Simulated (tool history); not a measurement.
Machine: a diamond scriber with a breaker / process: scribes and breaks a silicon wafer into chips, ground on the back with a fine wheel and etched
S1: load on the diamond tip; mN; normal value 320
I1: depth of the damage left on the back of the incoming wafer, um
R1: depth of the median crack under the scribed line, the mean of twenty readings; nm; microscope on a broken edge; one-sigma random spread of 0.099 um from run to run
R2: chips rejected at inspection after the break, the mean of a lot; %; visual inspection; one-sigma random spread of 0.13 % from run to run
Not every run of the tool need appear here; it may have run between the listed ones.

{"run": 1, "day": 0.0, "S1": 320, "I1": 0.69, "R1": 10290, "R2": 1.59}
{"run": 2, "day": 1.912, "S1": 250, "I1": 0.49, "R1": 7520, "R2": 15.73}
{"run": 3, "day": 3.175, "S1": 250, "I1": 0.64, "R1": 7560, "R2": 14.3}
{"run": 4, "day": 4.446, "S1": 294, "I1": 0.6, "R1": 9360, "R2": 3.35}
{"day": 4.838, "done": "diamond tip replaced by a new one"}
{"run": 5, "day": 6.996, "S1": 294, "I1": 0.69, "R1": 9330, "R2": 3.16}
{"run": 6, "day": 8.65, "S1": 261, "I1": 0.61, "R1": 7960, "R2": 9.37}
{"run": 7, "day": 11.467, "S1": 261, "I1": 0.65, "R1": 8130, "R2": 10.41}
{"day": 11.975, "done": "load on the tip recalibrated"}
{"run": 8, "day": 13.408, "S1": 261, "I1": 0.49, "R1": 7970, "R2": 9.48}
{"run": 9, "day": 15.45, "S1": 356, "I1": 0.43, "R1": 11710, "R2": 4.01}
{"run": 10, "day": 17.225, "S1": 391, "I1": 0.67, "R1": 12670, "R2": 8.81}
{"run": 11, "day": 18.671, "S1": 320, "I1": 0.39, "R1": 10330, "R2": 1.86}
{"run": 12, "day": 21.6, "S1": 346, "I1": 0.65, "R1": 11250, "R2": 2.62}
{"run": 13, "day": 22.925, "S1": 294, "I1": 0.43, "R1": 9360, "R2": 3.18}
{"day": 23.85, "done": "diamond tip replaced by a new one"}
{"run": 14, "day": 24.612, "S1": 320, "I1": 0.71, "R1": 10260, "R2": 1.79}
{"run": 15, "day": 26.096, "S1": 370, "I1": 0.36, "R1": 11990, "R2": 5.3}
{"run": 16, "day": 28.358, "S1": 401, "I1": 0.76, "R1": 12900, "R2": 9.33}
{"run": 17, "day": 30.9, "S1": 259, "I1": 0.65, "R1": 8070, "R2": 9.61}

What the log doesn't show, run by run:
share of the diamond tip's cutting effectiveness lost through wear, %: 0 across all the runs
deviation of the load on the tip from its setpoint, %: 0 across all the runs
